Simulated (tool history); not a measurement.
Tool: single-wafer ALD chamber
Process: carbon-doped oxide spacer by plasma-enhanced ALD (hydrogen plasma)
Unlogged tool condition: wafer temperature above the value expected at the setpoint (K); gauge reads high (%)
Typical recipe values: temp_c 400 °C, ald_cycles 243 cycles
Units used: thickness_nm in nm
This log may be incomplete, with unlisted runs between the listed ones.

run	hour	temp_c	ald_cycles	wafers since the last listed run	hours since the last thermocouple change	hours since the gauge calibration	read-back reference wafer on the same gauge, thickness_nm	thickness_nm
1	0	400	243	0	474.1	535.2	11.203	12.216
2	67.4	400	243	143	541.5	602.6	11.201	12.175
3	106.3	400	243	82	580.4	641.5	11.187	12.169
4	139.6	400	243	70	613.7	674.8	11.201	12.135
5	335.5	400	243	416	809.6	870.7	11.205	12.119
6	391.9	400	243	119	866	927.1	11.195	12.183
7	420.9	406	243	61	895	956.1	11.194	11.962
# hour 531.3: thermocouple changed; heater temperature recalibrated
8	623	406	243	412	91.7	1158.2	11.191	11.992
# hour 633.9: gauge calibrated
9	694	406	243	151	162.7	60.1	11.199	11.838
10	728.9	400	243	74	197.6	95	11.191	12.118
11	794	400	243	138	262.7	160.1	11.191	12.089
12	818.7	408	278	52	287.4	184.8	11.202	13.582
13	878.8	400	243	127	347.5	244.9	11.203	12.089
14	929.4	386	229	107	398.1	295.5	11.204	11.596
15	956.6	400	243	57	425.3	322.7	11.202	12.128
16	990.4	400	243	71	459.1	356.5	11.197	12.083
17	1033.5	388	276	91	502.2	399.6	11.193	13.816
18	1081.3	400	291	101	550	447.4	11.203	14.513
19	1146.1	400	243	137	614.8	512.2	11.207	12.165
20	1184.6	407	286	81	653.3	550.7	11.201	14.061
21	1250.5	391	287	140	719.2	616.6	11.194	14.524
22	1280.7	400	266	64	749.4	646.8	11.206	13.378
23	1312.6	410	223	67	781.3	678.7	11.201	10.743
24	1367.1	400	243	115	835.8	733.2	11.196	12.237

Across each entry between runs, compare the hidden state at the last listed run before it with the hidden state at the first listed run after it:
Runs 7 to 8: thermocouple changed; heater temperature recalibrated (hour 531.3)
  no hidden state differs between the two runs
Runs 8 to 9: gauge calibrated (hour 633.9)
  no hidden state differs between the two runs
